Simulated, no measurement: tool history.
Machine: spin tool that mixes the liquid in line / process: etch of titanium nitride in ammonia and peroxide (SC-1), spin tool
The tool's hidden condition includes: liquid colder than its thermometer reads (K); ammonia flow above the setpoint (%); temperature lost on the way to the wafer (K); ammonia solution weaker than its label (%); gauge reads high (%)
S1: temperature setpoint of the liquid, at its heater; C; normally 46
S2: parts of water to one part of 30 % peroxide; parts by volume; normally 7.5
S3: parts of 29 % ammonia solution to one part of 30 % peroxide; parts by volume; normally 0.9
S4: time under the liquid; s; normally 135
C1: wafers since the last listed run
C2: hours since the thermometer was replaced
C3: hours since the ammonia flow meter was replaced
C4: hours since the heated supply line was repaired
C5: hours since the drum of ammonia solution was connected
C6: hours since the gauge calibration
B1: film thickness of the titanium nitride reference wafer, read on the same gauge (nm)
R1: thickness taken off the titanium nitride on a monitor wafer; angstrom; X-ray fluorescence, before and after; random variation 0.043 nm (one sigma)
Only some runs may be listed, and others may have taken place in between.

run 1 hour=0 | S1=46 S2=7.5 S3=0.9 S4=135 | C1=0 C2=792.5 C3=2150.2 C4=1583.2 C5=416.3 C6=371.4 | B1=39.984 | R1=39.58
run 2 hour=35.7 | S1=46 S2=7.5 S3=0.9 S4=135 | C1=420 C2=828.2 C3=2185.9 C4=1618.9 C5=452 C6=407.1 | B1=40.012 | R1=39.37
run 3 hour=70.3 | S1=46 S2=7.5 S3=0.9 S4=135 | C1=407 C2=862.8 C3=2220.5 C4=1653.5 C5=486.6 C6=441.7 | B1=39.984 | R1=39.31
run 4 hour=95.5 | S1=46 S2=7.5 S3=0.9 S4=135 | C1=296 C2=888 C3=2245.7 C4=1678.7 C5=511.8 C6=466.9 | B1=39.976 | R1=38.62
run 5 hour=126.3 | S1=46 S2=7.5 S3=0.9 S4=135 | C1=362 C2=918.8 C3=2276.5 C4=1709.5 C5=542.6 C6=497.7 | B1=40.007 | R1=38.91
run 6 hour=157.8 | S1=39.5 S2=7.5 S3=0.9 S4=135 | C1=370 C2=950.3 C3=2308 C4=1741 C5=574.1 C6=529.2 | B1=40.045 | R1=23.54
run 7 hour=175.7 | S1=46 S2=7.5 S3=0.9 S4=135 | C1=210 C2=968.2 C3=2325.9 C4=1758.9 C5=592 C6=547.1 | B1=39.988 | R1=38.89
run 8 hour=208 | S1=46 S2=7.5 S3=0.9 S4=135 | C1=380 C2=1000.5 C3=2358.2 C4=1791.2 C5=624.3 C6=579.4 | B1=40.014 | R1=38.3
-- hour=231.9 new drum of ammonia solution connected
run 9 hour=234.9 | S1=46 S2=7.5 S3=0.9 S4=135 | C1=304 C2=1027.4 C3=2385.1 C4=1818.1 C5=3 C6=606.3 | B1=39.96 | R1=38.06
run 10 hour=259 | S1=46 S2=7.5 S3=1 S4=135 | C1=283 C2=1051.5 C3=2409.2 C4=1842.2 C5=27.1 C6=630.4 | B1=39.997 | R1=38.01
-- hour=285.2 ammonia flow meter replaced
run 11 hour=291.4 | S1=46 S2=7.5 S3=1 S4=135 | C1=369 C2=1083.9 C3=6.2 C4=1874.6 C5=59.5 C6=662.8 | B1=40.008 | R1=38.03
run 12 hour=317.5 | S1=53.5 S2=5 S3=1.15 S4=185 | C1=307 C2=1110 C3=32.3 C4=1900.7 C5=85.6 C6=688.9 | B1=40.006 | R1=108.54
-- hour=325.6 gauge calibrated
-- hour=346.7 heated supply line repaired
run 13 hour=351.1 | S1=42 S2=7.5 S3=0.45 S4=205 | C1=383 C2=1143.6 C3=65.9 C4=4.4 C5=119.2 C6=25.5 | B1=39.985 | R1=38.63
-- hour=379.6 thermometer replaced
run 14 hour=386 | S1=53 S2=7.5 S3=1.2 S4=135 | C1=399 C2=6.4 C3=100.8 C4=39.3 C5=154.1 C6=60.4 | B1=40.012 | R1=74.26
run 15 hour=482.3 | S1=53 S2=7.5 S3=1.2 S4=135 | C1=1133 C2=102.7 C3=197.1 C4=135.6 C5=250.4 C6=156.7 | B1=40.022 | R1=73.7
run 16 hour=517 | S1=43.5 S2=7.5 S3=0.9 S4=135 | C1=408 C2=137.4 C3=231.8 C4=170.3 C5=285.1 C6=191.4 | B1=39.972 | R1=36.3
run 17 hour=614.8 | S1=46 S2=9 S3=0.65 S4=110 | C1=1151 C2=235.2 C3=329.6 C4=268.1 C5=382.9 C6=289.2 | B1=40.002 | R1=30.16
run 18 hour=646.7 | S1=41.5 S2=7.5 S3=0.9 S4=170 | C1=375 C2=267.1 C3=361.5 C4=300 C5=414.8 C6=321.1 | B1=40.019 | R1=38.83
run 19 hour=663.5 | S1=54.5 S2=7.5 S3=0.7 S4=110 | C1=197 C2=283.9 C3=378.3 C4=316.8 C5=431.6 C6=337.9 | B1=40.009 | R1=60.59
run 20 hour=683.9 | S1=51 S2=11.5 S3=0.75 S4=135 | C1=240 C2=304.3 C3=398.7 C4=337.2 C5=452 C6=358.3 | B1=39.997 | R1=47.56
run 21 hour=699.5 | S1=46 S2=7.5 S3=0.9 S4=135 | C1=183 C2=319.9 C3=414.3 C4=352.8 C5=467.6 C6=373.9 | B1=39.997 | R1=42.18
run 22 hour=718.2 | S1=54.5 S2=7.5 S3=0.7 S4=110 | C1=220 C2=338.6 C3=433 C4=371.5 C5=486.3 C6=392.6 | B1=40.007 | R1=59.44
run 23 hour=753.5 | S1=46 S2=7.5 S3=0.9 S4=135 | C1=415 C2=373.9 C3=468.3 C4=406.8 C5=521.6 C6=427.9 | B1=40.005 | R1=41.52

What if the next run were any one of these 3? Each begins from the tool's condition after run 23:
run A hour=754 | S1=46 S2=7.5 S3=0.9 S4=75 | C1=5 C2=374.4 C3=468.8 C4=407.3 C5=522.1 C6=428.4 | B1=? | R1=?
run B hour=754 | S1=38 S2=9 S3=0.9 S4=60 | C1=5 C2=374.4 C3=468.8 C4=407.3 C5=522.1 C6=428.4 | B1=? | R1=?
run C hour=754 | S1=46 S2=7.5 S3=0.75 S4=135 | C1=5 C2=374.4 C3=468.8 C4=407.3 C5=522.1 C6=428.4 | B1=? | R1=?

run=A B1=40.01 R1=23.54
run=B B1=40.01 R1=9.55
run=C B1=40.01 R1=41.24
With the hidden condition removed and each run's random variation left untouched, the same runs would have given:
run=A R1=25.19
run=B R1=10.26
run=C R1=44.15
